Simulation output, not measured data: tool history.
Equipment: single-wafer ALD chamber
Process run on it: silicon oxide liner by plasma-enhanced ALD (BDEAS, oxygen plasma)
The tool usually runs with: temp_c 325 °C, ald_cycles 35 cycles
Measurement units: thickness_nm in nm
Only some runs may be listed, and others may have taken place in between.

| run | day | temp_c | ald_cycles | read-back reference wafer on the same gauge, thickness_nm | thickness_nm |
|---|---|---|---|---|---|
| 1 | 0.000 | 325 | 35 | 3.060 | 3.280 |
| 2 | 1.729 | 325 | 35 | 3.060 | 3.277 |
| 3 | 4.567 | 325 | 35 | 3.060 | 3.280 |
| 4 | 6.575 | 325 | 35 | 3.063 | 3.276 |
| 5 | 8.217 | 325 | 35 | 3.060 | 3.268 |
| 6 | 12.371 | 317 | 35 | 3.061 | 3.320 |
| 7 | 14.658 | 325 | 35 | 3.060 | 3.262 |
| 8 | 18.388 | 325 | 35 | 3.060 | 3.268 |
| 9 | 21.004 | 325 | 35 | 3.059 | 3.268 |
| 10 | 24.012 | 325 | 33 | 3.059 | 3.085 |
| 11 | 27.025 | 325 | 33 | 3.058 | 3.079 |
| 12 | 28.642 | 325 | 33 | 3.063 | 3.100 |
| 13 | 30.671 | 333 | 35 | 3.059 | 3.234 |
| 14 | 33.004 | 339 | 35 | 3.061 | 3.188 |
| 15 | 35.767 | 325 | 35 | 3.060 | 3.257 |
| 16 | 37.375 | 325 | 37 | 3.059 | 3.449 |
| 17 | 48.046 | 339 | 41 | 3.057 | 3.707 |
| 18 | 51.288 | 312 | 39 | 3.063 | 3.706 |
| 19 | 54.983 | 316 | 35 | 3.058 | 3.306 |
| 20 | 57.062 | 337 | 35 | 3.063 | 3.196 |
|  | 59.021 | thermocouple changed; heater temperature recalibrated |
| 21 | 59.042 | 315 | 29 | 3.059 | 2.775 |
|  | 65.246 | gauge calibrated |
| 22 | 71.454 | 331 | 32 | 3.058 | 2.969 |
| 23 | 74.329 | 325 | 35 | 3.059 | 3.270 |
| 24 | 76.238 | 332 | 31 | 3.057 | 2.870 |
| 25 | 78.842 | 314 | 38 | 3.062 | 3.621 |
| 26 | 80.367 | 316 | 29 | 3.060 | 2.755 |
| 27 | 82.546 | 339 | 30 | 3.059 | 2.731 |

Alternative continuations, all from the tool just after run 27; predict every row:
| A | 82.562 | 325 | 32 | ? | ? |
| B | 82.562 | 333 | 29 | ? | ? |
| C | 82.562 | 325 | 40 | ? | ? |

| run | read-back reference wafer on the same gauge, thickness_nm | thickness_nm |
|---|---|---|
| A | 3.059 | 2.990 |
| B | 3.059 | 2.673 |
| C | 3.059 | 3.737 |
The same runs, with their run-to-run variation unchanged, on a tool lacking any hidden condition would have given:
| run | thickness_nm |
|---|---|
| A | 3.001 |
| B | 2.684 |
| C | 3.752 |

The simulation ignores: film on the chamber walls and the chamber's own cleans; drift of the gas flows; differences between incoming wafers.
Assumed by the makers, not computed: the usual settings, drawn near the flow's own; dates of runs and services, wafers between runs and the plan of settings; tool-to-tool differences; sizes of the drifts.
